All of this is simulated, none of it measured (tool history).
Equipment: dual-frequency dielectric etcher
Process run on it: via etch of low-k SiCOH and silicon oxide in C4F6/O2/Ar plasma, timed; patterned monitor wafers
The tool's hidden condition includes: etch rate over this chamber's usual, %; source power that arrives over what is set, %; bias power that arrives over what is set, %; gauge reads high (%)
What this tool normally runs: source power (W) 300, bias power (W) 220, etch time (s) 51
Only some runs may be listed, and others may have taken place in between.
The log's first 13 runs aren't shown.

run,day,source power (W),bias power (W),etch time (s),wafers since the last listed run,hours since the last wet clean,hours since the last source power generator calibration,hours since the last bias power generator calibration,hours since the last upper electrode change,hours since the gauge calibration,"read-back reference wafer on the same gauge, depth_nm",mean etch depth across the wafer (angstrom)
14,13.654,350,241,51,342,551.9,2669.7,2091.5,4827.7,665,122,1570
15,14.408,300,220,51,270,570,2687.8,2109.6,4845.8,683.1,122,1380
16,15.379,250,220,51,348,593.3,2711.1,2132.9,4869.1,706.4,122,1222
# day 16.304: gauge calibrated
# day 16.854: source power generator calibrated
# day 16.933: wet clean of the chamber
17,16.954,370,240,40.5,475,0.5,2.4,2170.7,4906.9,15.6,121.9,1263
18,17.292,350,264,51,120,8.6,10.5,2178.8,4915,23.7,122,1606
19,17.971,300,257,38,243,24.9,26.8,2195.1,4931.3,40,122,1079
20,18.988,300,220,46.5,364,49.3,51.2,2219.5,4955.7,64.4,122,1239
# day 19.55: bias power generator calibrated
# day 22.754: upper electrode replaced
21,23.171,230,253,51,1081,149.7,151.6,86.9,10,164.8,122,1234
22,24.342,300,220,43.5,419,177.8,179.7,115,38.1,192.9,122,1180
23,25.392,370,185,36.5,376,203,204.9,140.2,63.3,218.1,122,1042
24,26.3,370,179,56,325,224.8,226.7,162,85.1,239.9,122,1576
25,27.258,300,220,51,343,247.8,249.7,185,108.1,262.9,122,1386
26,28.288,300,190,51,368,272.5,274.4,209.7,132.8,287.6,122,1303
27,29.05,300,165,35.5,273,290.8,292.7,228,151.1,305.9,121.9,854
28,30.379,300,220,51,476,322.7,324.6,259.9,183,337.8,122,1389
29,31.742,300,201,39,488,355.4,357.3,292.6,215.7,370.5,122,1026
30,32.821,300,220,51,386,381.3,383.2,318.5,241.6,396.4,122,1392

Alternative continuations, all from the tool just after run 30; predict every row:
A,32.838,300,220,51,5,381.7,383.6,318.9,242,396.8,?,?
B,32.838,380,220,59,5,381.7,383.6,318.9,242,396.8,?,?
C,32.838,330,220,39,5,381.7,383.6,318.9,242,396.8,?,?
D,32.838,340,220,46,5,381.7,383.6,318.9,242,396.8,?,?

run,"read-back reference wafer on the same gauge, depth_nm",mean etch depth across the wafer (angstrom)
A,122,1393
B,122,1847
C,122,1127
D,122,1353
With no hidden state in the tool, these same runs would have given:
run,mean etch depth across the wafer (angstrom)
A,1382
B,1832
C,1118
D,1342

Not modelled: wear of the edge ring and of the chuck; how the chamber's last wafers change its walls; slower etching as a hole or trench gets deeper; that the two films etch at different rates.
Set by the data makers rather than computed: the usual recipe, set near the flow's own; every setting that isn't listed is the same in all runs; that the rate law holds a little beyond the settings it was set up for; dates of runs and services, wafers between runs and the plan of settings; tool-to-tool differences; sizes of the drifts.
